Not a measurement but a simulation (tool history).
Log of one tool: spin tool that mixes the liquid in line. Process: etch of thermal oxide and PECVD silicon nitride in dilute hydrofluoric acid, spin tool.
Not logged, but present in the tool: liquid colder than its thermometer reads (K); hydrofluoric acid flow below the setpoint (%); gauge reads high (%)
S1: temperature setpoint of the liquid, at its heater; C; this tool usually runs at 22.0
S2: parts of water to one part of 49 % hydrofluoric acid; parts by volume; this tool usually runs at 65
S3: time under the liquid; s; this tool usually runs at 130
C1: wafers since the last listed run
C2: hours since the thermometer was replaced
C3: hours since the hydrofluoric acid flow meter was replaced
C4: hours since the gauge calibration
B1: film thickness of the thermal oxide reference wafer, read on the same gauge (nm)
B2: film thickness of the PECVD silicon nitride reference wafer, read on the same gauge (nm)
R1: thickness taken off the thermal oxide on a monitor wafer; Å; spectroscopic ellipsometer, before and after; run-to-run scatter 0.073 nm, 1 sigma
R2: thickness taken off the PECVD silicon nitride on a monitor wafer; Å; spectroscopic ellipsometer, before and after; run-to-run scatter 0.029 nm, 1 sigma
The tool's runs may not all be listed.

run	hour	S1	S2	S3	C1	C2	C3	C4	B1	B2	R1	R2
1	0.0	22.0	45	130	0	953.9	313.1	283.5	109.36	149.139	134.5	49.59
2	41.6	19.5	65	130	364	995.5	354.7	325.1	109.24	149.028	81.2	29.57
3	108.2	17.5	65	170	584	1062.1	421.3	391.7	109.10	148.772	96.8	33.28
4	138.9	22.0	50	110	269	1092.8	452.0	422.4	109.05	148.667	102.0	38.52
5	193.1	22.0	95	210	475	1147.0	506.2	476.6	108.90	148.493	95.9	38.32
6	245.5	24.5	65	130	459	1199.4	558.6	529.0	108.76	148.367	100.3	41.53
7	308.5	22.0	65	130	552	1262.4	621.6	592.0	108.59	148.131	89.6	34.58
8	369.4	22.0	65	65	534	1323.3	682.5	652.9	108.48	147.945	44.7	17.39
9	424.8	22.0	65	130	485	1378.7	737.9	708.3	108.35	147.729	89.4	34.48
10	581.2	22.0	65	95	1371	1535.1	894.3	864.7	107.95	147.208	64.8	25.22
11	702.3	22.0	65	210	1062	1656.2	1015.4	985.8	107.65	146.816	143.8	55.72
# hour 705.0: thermometer replaced
12	738.8	18.0	35	155	311	33.8	1051.9	1022.3	107.55	146.658	173.6	56.73
13	810.7	22.0	50	50	630	105.7	1123.8	1094.2	107.39	146.432	45.0	17.23
14	843.5	17.5	65	130	287	138.5	1156.6	1127.0	107.30	146.322	73.0	25.29
15	867.7	27.0	90	100	212	162.7	1180.8	1151.2	107.25	146.256	57.8	26.76
16	903.2	22.0	65	130	311	198.2	1216.3	1186.7	107.15	146.117	88.6	34.35
17	958.3	22.0	55	130	483	253.3	1271.4	1241.8	107.03	145.935	105.3	40.05
# hour 976.7: hydrofluoric acid flow meter replaced
18	1013.8	20.0	40	170	478	308.8	37.1	1297.3	106.90	145.763	177.8	62.98
19	1041.2	25.5	65	130	240	336.2	64.5	1324.7	106.82	145.674	102.8	43.23
20	1102.6	22.0	65	130	538	397.6	125.9	1386.1	106.69	145.471	89.2	34.58
21	1166.7	22.0	65	130	562	461.7	190.0	1450.2	106.51	145.224	86.8	33.97
22	1255.8	22.0	65	130	781	550.8	279.1	1539.3	106.29	144.934	87.6	34.59
23	1305.1	22.0	65	130	432	600.1	328.4	1588.6	106.16	144.767	87.9	33.65

Predict the results of run 24:
24	1331.6	25.0	85	70	232	626.6	354.9	1615.1	?	?	?	?

Run 24 measured B1 106.12, B2 144.684, R1 39.9 Å, R2 17.03 Å.
Had the tool carried no hidden state, the very same run would have given R1 41.3 Å, R2 17.65 Å.
